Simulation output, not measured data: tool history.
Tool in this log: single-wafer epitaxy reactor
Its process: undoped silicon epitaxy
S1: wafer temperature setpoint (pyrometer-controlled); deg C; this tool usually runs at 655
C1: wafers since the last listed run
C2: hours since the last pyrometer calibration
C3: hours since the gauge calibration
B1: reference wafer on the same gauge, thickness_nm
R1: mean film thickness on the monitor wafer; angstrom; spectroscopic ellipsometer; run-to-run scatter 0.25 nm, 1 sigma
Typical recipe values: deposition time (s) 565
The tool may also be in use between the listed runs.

Run 1, hour 0.0: usual settings but S1 662 deg C, deposition time (s) 520; C1 0; C2 1473.7; C3 545.3; B1 119.850. Result: R1 1183.88 angstrom.
Run 2, hour 33.8: usual settings; C1 121; C2 1507.5; C3 579.1; B1 119.964. Result: R1 1125.80 angstrom.
Run 3, hour 72.8: usual settings but S1 650 deg C; C1 140; C2 1546.5; C3 618.1; B1 119.962. Result: R1 1021.33 angstrom.
Run 4, hour 132.7: usual settings but S1 650 deg C; C1 215; C2 1606.4; C3 678.0; B1 120.178. Result: R1 1023.87 angstrom.
Run 5, hour 191.1: usual settings but S1 661 deg C; C1 209; C2 1664.8; C3 736.4; B1 120.248. Result: R1 1263.49 angstrom.
Run 6, hour 236.4: usual settings but S1 661 deg C; C1 162; C2 1710.1; C3 781.7; B1 120.382. Result: R1 1265.15 angstrom.
Run 7, hour 317.3: usual settings but S1 661 deg C; C1 290; C2 1791.0; C3 862.6; B1 120.628. Result: R1 1271.70 angstrom.
Run 8, hour 368.5: usual settings but S1 663 deg C; C1 184; C2 1842.2; C3 913.8; B1 120.757. Result: R1 1313.14 angstrom.
Run 9, hour 405.8: usual settings but S1 663 deg C; C1 134; C2 1879.5; C3 951.1; B1 120.828. Result: R1 1318.02 angstrom.
Run 10, hour 442.2: usual settings but S1 649 deg C, deposition time (s) 479; C1 130; C2 1915.9; C3 987.5; B1 120.946. Result: R1 860.83 angstrom.
Run 11, hour 492.5: usual settings but S1 649 deg C, deposition time (s) 479; C1 180; C2 1966.2; C3 1037.8; B1 121.016. Result: R1 860.77 angstrom.
Run 12, hour 530.5: usual settings but deposition time (s) 508; C1 136; C2 2004.2; C3 1075.8; B1 121.128. Result: R1 1021.68 angstrom.
Run 13, hour 565.3: usual settings but deposition time (s) 508; C1 125; C2 2039.0; C3 1110.6; B1 121.171. Result: R1 1025.65 angstrom.
Run 14, hour 600.7: usual settings but deposition time (s) 508; C1 127; C2 2074.4; C3 1146.0; B1 121.380. Result: R1 1021.77 angstrom.
Run 15, hour 647.9: usual settings but deposition time (s) 604; C1 169; C2 2121.6; C3 1193.2; B1 121.421. Result: R1 1219.53 angstrom.
At hour 670.1: gauge calibrated.
Run 16, hour 687.4: usual settings but deposition time (s) 604; C1 142; C2 2161.1; C3 17.3; B1 118.750. Result: R1 1191.17 angstrom.
Run 17, hour 738.5: usual settings but deposition time (s) 604; C1 183; C2 2212.2; C3 68.4; B1 118.969. Result: R1 1193.99 angstrom.
Run 18, hour 769.2: usual settings; C1 110; C2 2242.9; C3 99.1; B1 119.069. Result: R1 1121.07 angstrom.
Run 19, hour 812.7: usual settings but S1 664 deg C, deposition time (s) 480; C1 156; C2 2286.4; C3 142.6; B1 119.149. Result: R1 1121.10 angstrom.
Run 20, hour 868.9: usual settings but deposition time (s) 467; C1 202; C2 2342.6; C3 198.8; B1 119.246. Result: R1 926.40 angstrom.
Run 21, hour 910.2: usual settings but deposition time (s) 640; C1 148; C2 2383.9; C3 240.1; B1 119.372. Result: R1 1265.23 angstrom.
Run 22, hour 952.0: usual settings but deposition time (s) 606; C1 150; C2 2425.7; C3 281.9; B1 119.448. Result: R1 1205.56 angstrom.
Run 23, hour 1000.9: usual settings but S1 650 deg C, deposition time (s) 676; C1 175; C2 2474.6; C3 330.8; B1 119.650. Result: R1 1222.91 angstrom.
At hour 1024.1: pyrometer calibrated.
Run 24, hour 1048.4: usual settings; C1 142; C2 24.3; C3 378.3; B1 119.708. Result: R1 1121.59 angstrom.
Run 25, hour 1117.0: usual settings but S1 661 deg C, deposition time (s) 480; C1 246; C2 92.9; C3 446.9; B1 119.902. Result: R1 1067.02 angstrom.
Run 26, hour 1157.3: usual settings but S1 668 deg C, deposition time (s) 660; C1 144; C2 133.2; C3 487.2; B1 120.003. Result: R1 1682.73 angstrom.
Run 27, hour 1199.9: usual settings but S1 644 deg C, deposition time (s) 637; C1 153; C2 175.8; C3 529.8; B1 120.070. Result: R1 1034.15 angstrom.
Run 28, hour 1268.2: usual settings but S1 648 deg C, deposition time (s) 523; C1 245; C2 244.1; C3 598.1; B1 120.246. Result: R1 915.19 angstrom.
Run 29, hour 1325.8: usual settings but deposition time (s) 476; C1 207; C2 301.7; C3 655.7; B1 120.438. Result: R1 949.23 angstrom.
Run 30, hour 1386.7: usual settings but S1 648 deg C, deposition time (s) 650; C1 218; C2 362.6; C3 716.6; B1 120.601. Result: R1 1139.05 angstrom.
Run 31, hour 1483.2: usual settings but S1 663 deg C; C1 346; C2 459.1; C3 813.1; B1 120.733. Result: R1 1310.77 angstrom.
Run 32, hour 1550.7: usual settings but S1 668 deg C; C1 242; C2 526.6; C3 880.6; B1 120.935. Result: R1 1449.94 angstrom.
Run 33, hour 1600.4: usual settings but deposition time (s) 465; C1 178; C2 576.3; C3 930.3; B1 121.073. Result: R1 934.85 angstrom.
Run 34, hour 1671.9: usual settings but S1 644 deg C, deposition time (s) 478; C1 257; C2 647.8; C3 1001.8; B1 121.265. Result: R1 778.59 angstrom.

Take each entry between the runs: how does the hidden state at the last listed run before it differ from the hidden state at the first listed run after it?
Between runs 15 and 16: gauge calibrated (hour 670.1)
  gauge reads high (%): 2.02 -> -0.145
  the result without the hidden state subtracted from the measured one, R1: +24.12 -> -1.73 angstrom
Between runs 23 and 24: pyrometer calibrated (hour 1024.1)
  gauge reads high (%): 0.501 -> 0.599
  the result without the hidden state subtracted from the measured one, R1: +6.10 -> +6.68 angstrom

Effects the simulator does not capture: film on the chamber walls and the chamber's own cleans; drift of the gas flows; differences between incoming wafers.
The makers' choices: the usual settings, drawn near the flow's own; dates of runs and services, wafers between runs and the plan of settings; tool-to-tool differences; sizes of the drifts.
